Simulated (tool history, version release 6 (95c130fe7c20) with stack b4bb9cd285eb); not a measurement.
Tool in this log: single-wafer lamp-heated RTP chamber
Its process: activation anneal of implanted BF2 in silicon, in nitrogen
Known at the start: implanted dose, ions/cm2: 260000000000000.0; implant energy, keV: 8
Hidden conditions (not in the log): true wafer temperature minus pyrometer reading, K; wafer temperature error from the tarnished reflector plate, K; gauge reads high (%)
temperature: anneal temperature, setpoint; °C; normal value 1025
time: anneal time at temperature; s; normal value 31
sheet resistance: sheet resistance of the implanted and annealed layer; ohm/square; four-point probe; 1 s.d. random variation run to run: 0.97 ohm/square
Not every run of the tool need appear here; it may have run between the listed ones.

run   hour  temperature  time  wafers since the last listed run  wafers since the last pyrometer calibration  wafers since the reflector plate was cleaned  hours since the gauge calibration  read-back reference wafer on the same gauge, sheet resistance  sheet resistance
  1    0.0         1008    21                                 0                                          666                                           776                              186.0                                                         519.14            470.76
  2   14.2         1025    31                               253                                          919                                          1029                              200.2                                                         518.77            444.82
  3   42.1         1025    31                               498                                         1418                                          1528                              228.1                                                         519.40            443.24
  4   60.0         1025    31                               319                                         1738                                          1848                              246.0                                                         519.11            442.34
      63.5  -- gauge calibrated
  5   80.5         1025    31                               366                                         2104                                          2214                               17.0                                                         519.36            441.82
  6  104.0         1025    31                               420                                         2524                                          2634                               40.5                                                         518.82            440.12
  7  121.6         1025    31                               314                                         2839                                          2949                               58.1                                                         518.53            440.06
  8  143.7         1005    22                               395                                         3234                                          3344                               80.2                                                         519.23            462.54
  9  164.1         1005    22                               364                                         3599                                          3709                              100.6                                                         518.85            461.58
 10  194.6         1005    22                               545                                         4144                                          4254                              131.1                                                         519.46            460.84
 11  209.3         1042    42                               262                                         4407                                          4517                              145.8                                                         518.83            423.70
 12  245.1         1008    37                               639                                         5047                                          5157                              181.6                                                         518.54            444.92
 13  275.1         1005    14                               536                                         5583                                          5693                              211.6                                                         519.33            470.23
     289.2  -- pyrometer window cleaned and pyrometer calibrated
 14  293.2         1005    22                               180                                           71                                          5873                              229.7                                                         518.81            468.09
     302.7  -- gauge calibrated
     333.1  -- reflector plate cleaned
 15  333.6         1048    31                               579                                          650                                             8                               30.9                                                         519.19            433.01
 16  349.9         1005    22                               291                                          942                                           299                               47.2                                                         519.05            469.40
 17  372.3         1051    22                               400                                         1342                                           700                               69.6                                                         519.40            439.28
 18  393.8         1013    47                               384                                         1726                                          1084                               91.1                                                         519.26            440.95
 19  427.1         1010    18                               595                                         2322                                          1679                              124.4                                                         519.17            467.45
 20  443.8         1047    38                               298                                         2620                                          1978                              141.1                                                         519.15            425.43

Each row is a separate what-if for the run after 20, all from the same tool condition, not one after another. Results?
  A  444.2         1025    31                                 7                                         2627                                          1985                              141.5                                                              ?                 ?
  B  444.2         1037    43                                 7                                         2627                                          1985                              141.5                                                              ?                 ?
  C  444.2         1043    31                                 7                                         2627                                          1985                              141.5                                                              ?                 ?
  D  444.2         1041    44                                 7                                         2627                                          1985                              141.5                                                              ?                 ?

run  read-back reference wafer on the same gauge, sheet resistance  sheet resistance
  A                                                         519.09            440.21
  B                                                         519.09            426.59
  C                                                         519.09            430.99
  D                                                         519.09            423.97
With the hidden condition removed and each run's random variation left untouched, the same runs would have given:
run  sheet resistance
  A            447.72
  B            432.63
  C            437.10
  D            430.06
